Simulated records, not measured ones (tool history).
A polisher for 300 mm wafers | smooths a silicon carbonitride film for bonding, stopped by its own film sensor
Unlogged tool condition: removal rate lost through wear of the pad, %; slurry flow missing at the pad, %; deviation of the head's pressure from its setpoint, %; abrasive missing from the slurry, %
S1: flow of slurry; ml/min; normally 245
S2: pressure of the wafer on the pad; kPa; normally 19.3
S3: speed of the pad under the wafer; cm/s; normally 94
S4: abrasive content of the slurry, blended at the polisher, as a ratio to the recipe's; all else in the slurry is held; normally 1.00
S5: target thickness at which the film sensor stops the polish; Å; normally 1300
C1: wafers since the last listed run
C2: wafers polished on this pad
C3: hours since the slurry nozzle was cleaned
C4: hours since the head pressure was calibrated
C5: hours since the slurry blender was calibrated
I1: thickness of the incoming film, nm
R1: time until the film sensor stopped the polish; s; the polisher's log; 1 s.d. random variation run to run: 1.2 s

{"run": 1, "hour": 0.0, "S1": 245, "S2": 19.3, "S3": 94, "S4": 1.0, "S5": 1210, "C1": 0, "C2": 2751, "C3": 274.9, "C4": 716.0, "C5": 99.7, "I1": 168.5, "R1": 163.5}
{"run": 2, "hour": 66.4, "S1": 245, "S2": 19.3, "S3": 94, "S4": 1.0, "S5": 1300, "C1": 422, "C2": 3173, "C3": 341.3, "C4": 782.4, "C5": 166.1, "I1": 170.8, "R1": 141.2}
{"run": 3, "hour": 239.1, "S1": 245, "S2": 19.3, "S3": 94, "S4": 1.0, "S5": 1300, "C1": 1097, "C2": 4271, "C3": 514.0, "C4": 955.1, "C5": 338.8, "I1": 169.8, "R1": 136.4}
{"hour": 314.5, "done": "worn pad replaced by a new one"}
{"run": 4, "hour": 342.1, "S1": 245, "S2": 19.3, "S3": 94, "S4": 1.0, "S5": 1300, "C1": 629, "C2": 175, "C3": 617.0, "C4": 1058.1, "C5": 441.8, "I1": 168.5, "R1": 133.9}
{"run": 5, "hour": 403.1, "S1": 245, "S2": 19.3, "S3": 94, "S4": 1.0, "S5": 1370, "C1": 387, "C2": 563, "C3": 678.0, "C4": 1119.1, "C5": 502.8, "I1": 167.1, "R1": 103.1}
{"run": 6, "hour": 446.3, "S1": 285, "S2": 19.3, "S3": 94, "S4": 1.0, "S5": 1440, "C1": 274, "C2": 837, "C3": 721.2, "C4": 1162.3, "C5": 546.0, "I1": 169.7, "R1": 87.2}
{"run": 7, "hour": 505.4, "S1": 245, "S2": 19.3, "S3": 78, "S4": 0.9, "S5": 1410, "C1": 375, "C2": 1213, "C3": 780.3, "C4": 1221.4, "C5": 605.1, "I1": 171.9, "R1": 127.5}
{"run": 8, "hour": 613.3, "S1": 245, "S2": 19.3, "S3": 94, "S4": 0.9, "S5": 1300, "C1": 685, "C2": 1899, "C3": 888.2, "C4": 1329.3, "C5": 713.0, "I1": 167.9, "R1": 138.0}
{"hour": 623.6, "done": "slurry nozzle cleaned"}
{"run": 9, "hour": 719.1, "S1": 300, "S2": 21.4, "S3": 122, "S4": 1.2, "S5": 1300, "C1": 666, "C2": 2565, "C3": 95.5, "C4": 1435.1, "C5": 818.8, "I1": 170.3, "R1": 94.6}
{"hour": 753.6, "done": "slurry blender recalibrated"}
{"run": 10, "hour": 815.6, "S1": 245, "S2": 19.3, "S3": 94, "S4": 0.75, "S5": 1200, "C1": 600, "C2": 3166, "C3": 192.0, "C4": 1531.6, "C5": 62.0, "I1": 170.3, "R1": 203.2}
{"hour": 846.3, "done": "head pressure recalibrated"}
{"run": 11, "hour": 891.6, "S1": 245, "S2": 19.3, "S3": 94, "S4": 1.0, "S5": 1300, "C1": 470, "C2": 3636, "C3": 268.0, "C4": 45.3, "C5": 138.0, "I1": 171.9, "R1": 143.1}
{"run": 12, "hour": 959.1, "S1": 245, "S2": 24.1, "S3": 122, "S4": 1.15, "S5": 1300, "C1": 429, "C2": 4066, "C3": 335.5, "C4": 112.8, "C5": 205.5, "I1": 168.1, "R1": 81.6}
{"hour": 1052.7, "done": "worn pad replaced by a new one"}
{"run": 13, "hour": 1055.4, "S1": 275, "S2": 19.3, "S3": 94, "S4": 1.1, "S5": 1430, "C1": 586, "C2": 17, "C3": 431.8, "C4": 209.1, "C5": 301.8, "I1": 171.8, "R1": 93.9}
{"run": 14, "hour": 1155.5, "S1": 245, "S2": 23.4, "S3": 94, "S4": 0.9, "S5": 1300, "C1": 636, "C2": 653, "C3": 531.9, "C4": 309.2, "C5": 401.9, "I1": 172.0, "R1": 125.2}
{"run": 15, "hour": 1220.2, "S1": 245, "S2": 23.4, "S3": 72, "S4": 1.1, "S5": 1300, "C1": 411, "C2": 1064, "C3": 596.6, "C4": 373.9, "C5": 466.6, "I1": 171.2, "R1": 132.6}
{"run": 16, "hour": 1327.0, "S1": 245, "S2": 17.9, "S3": 94, "S4": 1.0, "S5": 1300, "C1": 678, "C2": 1743, "C3": 703.4, "C4": 480.7, "C5": 573.4, "I1": 169.5, "R1": 148.3}
{"run": 17, "hour": 1378.5, "S1": 280, "S2": 19.3, "S3": 66, "S4": 0.8, "S5": 1180, "C1": 327, "C2": 2071, "C3": 754.9, "C4": 532.2, "C5": 624.9, "I1": 169.2, "R1": 246.1}
{"run": 18, "hour": 1418.9, "S1": 245, "S2": 19.3, "S3": 76, "S4": 0.8, "S5": 1300, "C1": 256, "C2": 2328, "C3": 795.3, "C4": 572.6, "C5": 665.3, "I1": 171.8, "R1": 182.8}
{"hour": 1441.0, "done": "slurry nozzle cleaned"}
{"run": 19, "hour": 1457.7, "S1": 180, "S2": 22.1, "S3": 94, "S4": 1.0, "S5": 1300, "C1": 240, "C2": 2568, "C3": 16.7, "C4": 611.4, "C5": 704.1, "I1": 168.3, "R1": 120.7}
{"hour": 1635.5, "done": "slurry blender recalibrated"}
{"run": 20, "hour": 1709.6, "S1": 245, "S2": 19.3, "S3": 94, "S4": 1.0, "S5": 1300, "C1": 1588, "C2": 4157, "C3": 268.6, "C4": 863.3, "C5": 74.1, "I1": 170.9, "R1": 141.6}

Run 21 comes next. What will it give?
{"hour": 1841.6, "done": "worn pad replaced by a new one"}
{"run": 21, "hour": 1967.1, "S1": 210, "S2": 19.3, "S3": 94, "S4": 1.0, "S5": 1260, "C1": 1611, "C2": 797, "C3": 526.1, "C4": 1120.8, "C5": 331.6, "I1": 167.8, "R1": "?"}

Run 21 gave R1 147.3 s.
Had the tool carried no hidden state, the very same run would have given R1 147.3 s.
